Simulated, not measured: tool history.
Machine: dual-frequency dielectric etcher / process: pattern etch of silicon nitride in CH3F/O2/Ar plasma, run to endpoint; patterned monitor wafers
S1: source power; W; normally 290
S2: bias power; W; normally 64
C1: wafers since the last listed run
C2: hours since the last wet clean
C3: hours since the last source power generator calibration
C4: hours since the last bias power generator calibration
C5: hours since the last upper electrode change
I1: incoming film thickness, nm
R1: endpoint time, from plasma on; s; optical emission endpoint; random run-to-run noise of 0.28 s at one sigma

run 1 hour=0 | S1=260 S2=64 | C1=0 C2=182.9 C3=4181 C4=1975.6 C5=2909.9 | I1=44.34 | R1=77.9
run 2 hour=42.3 | S1=290 S2=64 | C1=396 C2=225.2 C3=4223.3 C4=2017.9 C5=2952.2 | I1=44.01 | R1=74.7
run 3 hour=75.6 | S1=290 S2=64 | C1=311 C2=258.5 C3=4256.6 C4=2051.2 C5=2985.5 | I1=44.03 | R1=74.7
run 4 hour=94.1 | S1=290 S2=64 | C1=173 C2=277 C3=4275.1 C4=2069.7 C5=3004 | I1=44 | R1=74.6
run 5 hour=129.4 | S1=290 S2=53 | C1=330 C2=312.3 C3=4310.4 C4=2105 C5=3039.3 | I1=44.42 | R1=80
run 6 hour=156.1 | S1=290 S2=64 | C1=250 C2=339 C3=4337.1 C4=2131.7 C5=3066 | I1=43.84 | R1=74.5
run 7 hour=187.2 | S1=290 S2=51 | C1=291 C2=370.1 C3=4368.2 C4=2162.8 C5=3097.1 | I1=44.31 | R1=80.5
run 8 hour=219.8 | S1=290 S2=51 | C1=305 C2=402.7 C3=4400.8 C4=2195.4 C5=3129.7 | I1=43.81 | R1=79.3
-- hour=270.7 upper electrode replaced
run 9 hour=271.2 | S1=330 S2=54 | C1=256 C2=454.1 C3=4452.2 C4=2246.8 C5=0.5 | I1=43.24 | R1=73.7
run 10 hour=271.6 | S1=330 S2=54 | C1=3 C2=454.5 C3=4452.6 C4=2247.2 C5=0.9 | I1=43.82 | R1=75
run 11 hour=283 | S1=270 S2=64 | C1=106 C2=465.9 C3=4464 C4=2258.6 C5=12.3 | I1=44.13 | R1=77.8
run 12 hour=304.9 | S1=270 S2=64 | C1=205 C2=487.8 C3=4485.9 C4=2280.5 C5=34.2 | I1=43.78 | R1=77.3
run 13 hour=340.5 | S1=270 S2=64 | C1=333 C2=523.4 C3=4521.5 C4=2316.1 C5=69.8 | I1=43.35 | R1=76
run 14 hour=359.6 | S1=290 S2=64 | C1=178 C2=542.5 C3=4540.6 C4=2335.2 C5=88.9 | I1=44.17 | R1=76.1
run 15 hour=389 | S1=240 S2=76 | C1=275 C2=571.9 C3=4570 C4=2364.6 C5=118.3 | I1=43.95 | R1=76.9
run 16 hour=401.8 | S1=290 S2=64 | C1=119 C2=584.7 C3=4582.8 C4=2377.4 C5=131.1 | I1=43.97 | R1=75.8
run 17 hour=419.1 | S1=290 S2=64 | C1=162 C2=602 C3=4600.1 C4=2394.7 C5=148.4 | I1=43.96 | R1=75.9
run 18 hour=435.8 | S1=290 S2=64 | C1=156 C2=618.7 C3=4616.8 C4=2411.4 C5=165.1 | I1=44.16 | R1=76.5
-- hour=475 wet clean of the chamber
run 19 hour=475.5 | S1=260 S2=51 | C1=147 C2=0.5 C3=4656.5 C4=2451.1 C5=204.8 | I1=43.79 | R1=81.2
run 20 hour=486.9 | S1=250 S2=51 | C1=106 C2=11.9 C3=4667.9 C4=2462.5 C5=216.2 | I1=44.2 | R1=83.5
-- hour=497.8 bias power generator calibrated
run 21 hour=515.8 | S1=320 S2=58 | C1=233 C2=40.8 C3=4696.8 C4=18 C5=245.1 | I1=44.24 | R1=73.8
-- hour=524.6 source power generator calibrated
run 22 hour=532.2 | S1=290 S2=76 | C1=116 C2=57.2 C3=7.6 C4=34.4 C5=261.5 | I1=43.88 | R1=70.3
run 23 hour=548.6 | S1=360 S2=64 | C1=153 C2=73.6 C3=24 C4=50.8 C5=277.9 | I1=43.56 | R1=67.9
run 24 hour=571.1 | S1=310 S2=64 | C1=210 C2=96.1 C3=46.5 C4=73.3 C5=300.4 | I1=43.85 | R1=72.4
run 25 hour=586.9 | S1=290 S2=64 | C1=147 C2=111.9 C3=62.3 C4=89.1 C5=316.2 | I1=43.86 | R1=74
run 26 hour=611.8 | S1=260 S2=64 | C1=233 C2=136.8 C3=87.2 C4=114 C5=341.1 | I1=43.58 | R1=77

What does the tool deliver on the next run?
run 27 hour=641.1 | S1=220 S2=73 | C1=274 C2=166.1 C3=116.5 C4=143.3 C5=370.4 | I1=44.12 | R1=?

Run 27 yielded R1 79.6 s.
Take away the tool's hidden state, keep the run-to-run variation as it was, and the same run would have given R1 79 s.
